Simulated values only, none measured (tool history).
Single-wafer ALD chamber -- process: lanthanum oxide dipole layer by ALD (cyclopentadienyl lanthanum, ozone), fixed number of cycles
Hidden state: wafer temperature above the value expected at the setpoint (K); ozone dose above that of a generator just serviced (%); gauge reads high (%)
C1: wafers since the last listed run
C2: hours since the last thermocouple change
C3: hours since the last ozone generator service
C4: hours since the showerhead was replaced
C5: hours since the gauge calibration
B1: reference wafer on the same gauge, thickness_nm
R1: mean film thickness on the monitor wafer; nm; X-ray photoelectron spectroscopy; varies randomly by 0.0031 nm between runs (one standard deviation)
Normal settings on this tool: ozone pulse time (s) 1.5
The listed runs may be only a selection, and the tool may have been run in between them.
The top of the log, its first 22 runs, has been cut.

Run 23, hour 460.4: usual settings but ozone pulse time (s) 1.96; C1 272; C2 1116.7; C3 809.2; C4 158.1; C5 238.2; B1 0.546. Result: R1 0.592 nm.
Run 24, hour 473.4: usual settings but ozone pulse time (s) 1.1; C1 270; C2 1129.7; C3 822.2; C4 171.1; C5 251.2; B1 0.546. Result: R1 0.507 nm.
Run 25, hour 493.6: usual settings but ozone pulse time (s) 1.84; C1 420; C2 1149.9; C3 842.4; C4 191.3; C5 271.4; B1 0.547. Result: R1 0.587 nm.
Run 26, hour 514.6: usual settings but ozone pulse time (s) 1.73; C1 436; C2 1170.9; C3 863.4; C4 212.3; C5 292.4; B1 0.547. Result: R1 0.586 nm.
At hour 551.7: thermocouple changed; heater temperature recalibrated.
Run 27, hour 552.2: usual settings; C1 615; C2 0.5; C3 901; C4 249.9; C5 330; B1 0.549. Result: R1 0.562 nm.
At hour 569.1: ozone generator serviced.
Run 28, hour 644.9: usual settings but ozone pulse time (s) 2.06; C1 1761; C2 93.2; C3 75.8; C4 342.6; C5 422.7; B1 0.55. Result: R1 0.602 nm.
Run 29, hour 696.5: usual settings; C1 1073; C2 144.8; C3 127.4; C4 394.2; C5 474.3; B1 0.551. Result: R1 0.576 nm.
Run 30, hour 723: usual settings but ozone pulse time (s) 1.78; C1 551; C2 171.3; C3 153.9; C4 420.7; C5 500.8; B1 0.552. Result: R1 0.583 nm.
Run 31, hour 751: usual settings; C1 582; C2 199.3; C3 181.9; C4 448.7; C5 528.8; B1 0.552. Result: R1 0.569 nm.
Run 32, hour 771.9: usual settings but ozone pulse time (s) 0.99; C1 434; C2 220.2; C3 202.8; C4 469.6; C5 549.7; B1 0.553. Result: R1 0.476 nm.
Run 33, hour 786: usual settings but ozone pulse time (s) 1.91; C1 293; C2 234.3; C3 216.9; C4 483.7; C5 563.8; B1 0.553. Result: R1 0.593 nm.
Run 34, hour 880: usual settings but ozone pulse time (s) 1.22; C1 1955; C2 328.3; C3 310.9; C4 577.7; C5 657.8; B1 0.555. Result: R1 0.535 nm.

Each row is a separate what-if for the run after 34, all from the same tool condition, not one after another. Results?
Run A, hour 880.4: usual settings; C1 8; C2 328.7; C3 311.3; C4 578.1; C5 658.2; B1 ?. Result: R1 ?.
Run B, hour 880.4: usual settings but ozone pulse time (s) 1.92; C1 8; C2 328.7; C3 311.3; C4 578.1; C5 658.2; B1 ?. Result: R1 ?.
Run C, hour 880.4: usual settings but ozone pulse time (s) 1.82; C1 8; C2 328.7; C3 311.3; C4 578.1; C5 658.2; B1 ?. Result: R1 ?.
Run D, hour 880.4: usual settings but ozone pulse time (s) 1.09; C1 8; C2 328.7; C3 311.3; C4 578.1; C5 658.2; B1 ?. Result: R1 ?.
Run E, hour 880.4: usual settings but ozone pulse time (s) 1.19; C1 8; C2 328.7; C3 311.3; C4 578.1; C5 658.2; B1 ?. Result: R1 ?.

run     B1     R1
  A  0.555  0.578
  B  0.555  0.599
  C  0.555  0.596
  D  0.555  0.512
  E  0.555  0.536
With the hidden condition removed and each run's random variation left untouched, the same runs would have given:
run     R1
  A  0.562
  B  0.583
  C   0.58
  D  0.498
  E  0.521
